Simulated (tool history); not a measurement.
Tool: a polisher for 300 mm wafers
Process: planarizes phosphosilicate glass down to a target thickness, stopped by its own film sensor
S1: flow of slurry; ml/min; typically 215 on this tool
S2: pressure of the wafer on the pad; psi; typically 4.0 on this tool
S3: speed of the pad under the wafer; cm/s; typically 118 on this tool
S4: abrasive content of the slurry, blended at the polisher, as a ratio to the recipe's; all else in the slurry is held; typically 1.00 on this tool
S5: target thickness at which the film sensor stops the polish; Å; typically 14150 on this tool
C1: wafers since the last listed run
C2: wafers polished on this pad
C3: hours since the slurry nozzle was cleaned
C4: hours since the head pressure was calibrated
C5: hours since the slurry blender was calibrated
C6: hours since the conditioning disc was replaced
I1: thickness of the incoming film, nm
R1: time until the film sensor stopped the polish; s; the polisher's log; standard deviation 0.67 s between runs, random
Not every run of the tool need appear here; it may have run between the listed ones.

{"run": 1, "hour": 0.0, "S1": 215, "S2": 4.8, "S3": 118, "S4": 1.0, "S5": 14150, "C1": 0, "C2": 29, "C3": 228.2, "C4": 402.8, "C5": 111.9, "C6": 133.7, "I1": 2369.7, "R1": 61.6}
{"hour": 19.9, "done": "head pressure recalibrated"}
{"run": 2, "hour": 32.3, "S1": 215, "S2": 4.8, "S3": 118, "S4": 1.0, "S5": 14150, "C1": 359, "C2": 389, "C3": 260.5, "C4": 12.4, "C5": 144.2, "C6": 166.0, "I1": 2420.2, "R1": 65.8}
{"run": 3, "hour": 50.1, "S1": 215, "S2": 4.0, "S3": 118, "S4": 1.0, "S5": 14150, "C1": 211, "C2": 600, "C3": 278.3, "C4": 30.2, "C5": 162.0, "C6": 183.8, "I1": 2386.0, "R1": 73.7}
{"run": 4, "hour": 120.8, "S1": 215, "S2": 4.3, "S3": 118, "S4": 1.0, "S5": 14150, "C1": 838, "C2": 1439, "C3": 349.0, "C4": 100.9, "C5": 232.7, "C6": 254.5, "I1": 2379.7, "R1": 69.6}
{"run": 5, "hour": 146.4, "S1": 215, "S2": 4.3, "S3": 118, "S4": 1.0, "S5": 14150, "C1": 303, "C2": 1742, "C3": 374.6, "C4": 126.5, "C5": 258.3, "C6": 280.1, "I1": 2374.4, "R1": 68.4}
{"hour": 150.7, "done": "worn pad replaced by a new one"}
{"run": 6, "hour": 164.4, "S1": 215, "S2": 4.0, "S3": 118, "S4": 1.2, "S5": 14150, "C1": 166, "C2": 162, "C3": 392.6, "C4": 144.5, "C5": 276.3, "C6": 298.1, "I1": 2421.0, "R1": 71.6}
{"run": 7, "hour": 196.6, "S1": 215, "S2": 4.0, "S3": 118, "S4": 1.2, "S5": 14150, "C1": 382, "C2": 544, "C3": 424.8, "C4": 176.7, "C5": 308.5, "C6": 330.3, "I1": 2414.7, "R1": 70.7}
{"run": 8, "hour": 219.9, "S1": 215, "S2": 4.0, "S3": 118, "S4": 1.2, "S5": 14150, "C1": 276, "C2": 820, "C3": 448.1, "C4": 200.0, "C5": 331.8, "C6": 353.6, "I1": 2398.4, "R1": 69.9}
{"run": 9, "hour": 238.8, "S1": 215, "S2": 4.0, "S3": 142, "S4": 1.0, "S5": 14150, "C1": 224, "C2": 1044, "C3": 467.0, "C4": 218.9, "C5": 350.7, "C6": 372.5, "I1": 2391.4, "R1": 63.3}
{"run": 10, "hour": 273.5, "S1": 215, "S2": 4.0, "S3": 142, "S4": 1.0, "S5": 14150, "C1": 411, "C2": 1456, "C3": 501.7, "C4": 253.6, "C5": 385.4, "C6": 407.2, "I1": 2415.4, "R1": 65.6}
{"run": 11, "hour": 295.2, "S1": 215, "S2": 4.0, "S3": 140, "S4": 1.0, "S5": 14150, "C1": 257, "C2": 1714, "C3": 523.4, "C4": 275.3, "C5": 407.1, "C6": 428.9, "I1": 2397.8, "R1": 65.0}
{"hour": 302.1, "done": "worn pad replaced by a new one"}
{"run": 12, "hour": 312.6, "S1": 215, "S2": 4.8, "S3": 118, "S4": 1.0, "S5": 14150, "C1": 158, "C2": 124, "C3": 540.8, "C4": 292.7, "C5": 424.5, "C6": 446.3, "I1": 2409.8, "R1": 66.0}
{"hour": 316.5, "done": "conditioning disc replaced and pad reconditioned"}
{"run": 13, "hour": 339.7, "S1": 215, "S2": 4.0, "S3": 94, "S4": 1.0, "S5": 14150, "C1": 297, "C2": 422, "C3": 567.9, "C4": 319.8, "C5": 451.6, "C6": 23.2, "I1": 2406.8, "R1": 92.3}
{"hour": 344.1, "done": "slurry blender recalibrated"}
{"run": 14, "hour": 373.7, "S1": 215, "S2": 4.0, "S3": 118, "S4": 1.0, "S5": 14150, "C1": 379, "C2": 802, "C3": 601.9, "C4": 353.8, "C5": 29.6, "C6": 57.2, "I1": 2400.4, "R1": 75.1}
{"run": 15, "hour": 398.6, "S1": 215, "S2": 3.3, "S3": 90, "S4": 1.0, "S5": 15110, "C1": 295, "C2": 1097, "C3": 626.8, "C4": 378.7, "C5": 54.5, "C6": 82.1, "I1": 2368.7, "R1": 94.3}
{"run": 16, "hour": 416.1, "S1": 215, "S2": 4.0, "S3": 118, "S4": 1.0, "S5": 14150, "C1": 207, "C2": 1305, "C3": 644.3, "C4": 396.2, "C5": 72.0, "C6": 99.6, "I1": 2355.1, "R1": 71.7}
{"run": 17, "hour": 429.7, "S1": 215, "S2": 5.3, "S3": 118, "S4": 1.0, "S5": 14150, "C1": 161, "C2": 1466, "C3": 657.9, "C4": 409.8, "C5": 85.6, "C6": 113.2, "I1": 2391.7, "R1": 59.9}
{"hour": 438.4, "done": "worn pad replaced by a new one"}
{"hour": 438.5, "done": "head pressure recalibrated"}
{"run": 18, "hour": 457.5, "S1": 215, "S2": 4.0, "S3": 118, "S4": 0.85, "S5": 16910, "C1": 281, "C2": 225, "C3": 685.7, "C4": 19.0, "C5": 113.4, "C6": 141.0, "I1": 2423.4, "R1": 59.9}
{"run": 19, "hour": 474.2, "S1": 150, "S2": 4.0, "S3": 118, "S4": 1.0, "S5": 12690, "C1": 198, "C2": 423, "C3": 702.4, "C4": 35.7, "C5": 130.1, "C6": 157.7, "I1": 2436.7, "R1": 94.8}
{"run": 20, "hour": 503.5, "S1": 215, "S2": 4.5, "S3": 118, "S4": 1.2, "S5": 17400, "C1": 347, "C2": 771, "C3": 731.7, "C4": 65.0, "C5": 159.4, "C6": 187.0, "I1": 2430.8, "R1": 45.5}
{"hour": 513.5, "done": "slurry nozzle cleaned"}
{"run": 21, "hour": 539.2, "S1": 215, "S2": 4.0, "S3": 118, "S4": 1.0, "S5": 14150, "C1": 411, "C2": 1183, "C3": 25.7, "C4": 100.7, "C5": 195.1, "C6": 222.7, "I1": 2397.4, "R1": 73.1}
{"run": 22, "hour": 552.2, "S1": 235, "S2": 4.5, "S3": 118, "S4": 1.25, "S5": 11000, "C1": 154, "C2": 1337, "C3": 38.7, "C4": 113.7, "C5": 208.1, "C6": 235.7, "I1": 2402.2, "R1": 81.3}
{"hour": 571.8, "done": "worn pad replaced by a new one"}
{"run": 23, "hour": 572.3, "S1": 215, "S2": 4.0, "S3": 130, "S4": 1.0, "S5": 14150, "C1": 191, "C2": 5, "C3": 58.8, "C4": 133.8, "C5": 228.2, "C6": 255.8, "I1": 2377.3, "R1": 67.1}
{"run": 24, "hour": 673.4, "S1": 215, "S2": 4.0, "S3": 118, "S4": 1.0, "S5": 14150, "C1": 1199, "C2": 1205, "C3": 159.9, "C4": 234.9, "C5": 329.3, "C6": 356.9, "I1": 2374.3, "R1": 73.4}

For each run, the measured value with the value that run would have given without the tool's hidden condition subtracted. The run-to-run variation is shared by both, the gauge scatter possibly not:
What the log doesn't record here: removal rate lost through wear of the pad, %; slurry flow missing at the pad, %; deviation of the head's pressure from its setpoint, %; abrasive missing from the slurry, %; time polished since the conditioner stopped cutting, s.
run=1 R1=+0.2
run=2 R1=+0.3
run=3 R1=+0.4
run=4 R1=+0.5
run=5 R1=+0.6
run=6 R1=+0.7
run=7 R1=+0.8
run=8 R1=+0.9
run=9 R1=+0.8
run=10 R1=+1.0
run=11 R1=+1.1
run=12 R1=+1.2
run=13 R1=+1.9
run=14 R1=+1.8
run=15 R1=+2.4
run=16 R1=+2.1
run=17 R1=+1.8
run=18 R1=+2.0
run=19 R1=+4.3
run=20 R1=+1.8
run=21 R1=+0.2
run=22 R1=+0.3
run=23 R1=+0.2
run=24 R1=+0.3
